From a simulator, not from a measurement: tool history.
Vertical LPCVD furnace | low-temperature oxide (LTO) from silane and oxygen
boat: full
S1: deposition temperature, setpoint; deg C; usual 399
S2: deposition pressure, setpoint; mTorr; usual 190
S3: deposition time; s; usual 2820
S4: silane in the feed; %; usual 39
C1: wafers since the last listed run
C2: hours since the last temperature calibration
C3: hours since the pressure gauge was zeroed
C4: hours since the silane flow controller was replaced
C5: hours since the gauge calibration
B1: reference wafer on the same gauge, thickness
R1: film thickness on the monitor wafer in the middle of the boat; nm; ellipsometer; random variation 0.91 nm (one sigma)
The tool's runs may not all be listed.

run    hour   S1   S2    S3  S4    C1      C2      C3      C4      C5      B1      R1
  1       0  391  190  2820  39     0  4143.4  1773.9  6632.8   704.9  325.41  309.05
  2    35.5  395  190  2820  39   390  4178.9  1809.4  6668.3   740.4  325.38  323.67
       67.6  -- pressure gauge zeroed
  3    76.1  395  190  2820  39   182  4219.5     8.5  6708.9     781  325.87  321.95
  4   129.7  395  190  2820  39   589  4273.1    62.1  6762.5   834.6  325.93  323.32
  5   175.8  399  190  2820  39   506  4319.2   108.2  6808.6   880.7   326.1  339.59
  6   203.7  388  190  2160  35   306  4347.1   136.1  6836.5   908.6  326.42  198.26
  7   239.8  390  150  2160  39   396  4383.2   172.2  6872.6   944.7  326.88  185.78
  8   438.4  399  190  3330  39  2184  4581.8   370.8  7071.2  1143.3  327.64  402.53
  9   501.9  399  190  2820  39   698  4645.3   434.3  7134.7  1206.8  328.17  342.27
 10   561.6  407  190  1830  39   656    4705     494  7194.4  1266.5  328.73   242.3
      692.9  -- silane flow controller replaced
 11   697.6  399  190  3480  39  1231    4841     630     4.7  1402.5  329.44  422.48
 12   738.1  399  235  3720  32   445  4881.5   670.5    45.2    1443  329.23  430.07
 13   798.9  399  190  2820  39   668  4942.3   731.3     106  1503.8  329.89  343.42
 14   839.7  399  190  2820  39   448  4983.1   772.1   146.8  1544.6  330.07  344.95
 15  1025.2  388  190  2820  39  2039  5168.6   957.6   332.3  1730.1  331.29  304.12
     1049.5  -- thermocouples replaced and temperature profile calibrated
 16  1063.6  399  225  2160  42   158    14.1     996   370.7  1768.5  331.11   341.5
 17  1098.3  394  150  2820  36   381    48.8  1030.7   405.4  1803.2  331.48  231.01
 18  1161.9  399  190  2820  39   699   112.4  1094.3     469  1866.8  331.84  346.38
     1174.5  -- gauge calibrated
 19    1225  399  190  2820  39   693   175.5  1157.4   532.1    50.5  322.63  335.38
 20  1250.3  399  190  2820  39   278   200.8  1182.7   557.4    75.8  322.73  335.26
 21  1284.4  394  175  1860  42   374   234.9  1216.8   591.5   109.9  322.42  210.19
 22  1345.4  399  190  2220  39   670   295.9  1277.8   652.5   170.9  323.33  265.34
 23  1406.2  387  150  2340  39   668   356.7  1338.6   713.3   231.7  323.94  192.19
 24  1461.6  399  210  1860  37   609   412.1    1394   768.7   287.1  324.03  229.22
 25  1504.2  399  165  3360  47   468   454.7  1436.6   811.3   329.7  323.98  427.52
 26  1564.6  399  190  2820  39   664   515.1    1497   871.7   390.1  324.37  337.28
 27    1617  395  220  3180  42   576   567.5  1549.4   924.1   442.5  324.79  461.14
 28  1676.4  399  190  3420  33   653   626.9  1608.8   983.5   501.9  325.05  329.88
 29  1747.6  399  190  2820  42   782   698.1    1680  1054.7   573.1   325.5  370.57
 30  1808.5  399  190  2820  39   669     759  1740.9  1115.6     634  325.71  339.71

Hidden state or all else? Some run-to-run changes of R1, split into what the settings, what came in and random variation would give without the hidden state, and what is left for the hidden state (with any gauge scatter that isn't in both results):
The hidden state here: true tube temperature minus thermocouple reading, K; true pressure minus gauge reading, mTorr; deviation of the silane flow from its setpoint, %; gauge reads high (%).
Run 7 -> 8: S1 390 -> 399, S2 150 -> 190, S3 2160 -> 3330. R1 +216.75 nm: hidden state +5.11, all else +211.64.
Run 10 -> 11: S1 407 -> 399, S3 1830 -> 3480, silane flow controller replaced. R1 +180.18 nm: hidden state +5.05, all else +175.13.
Run 18 -> 19: gauge calibrated. R1 -11 nm: hidden state -9.64, all else -1.36.
Run 24 -> 25: S2 210 -> 165, S3 1860 -> 3360, S4 37 -> 47. R1 +198.3 nm: hidden state +2.1, all else +196.2.
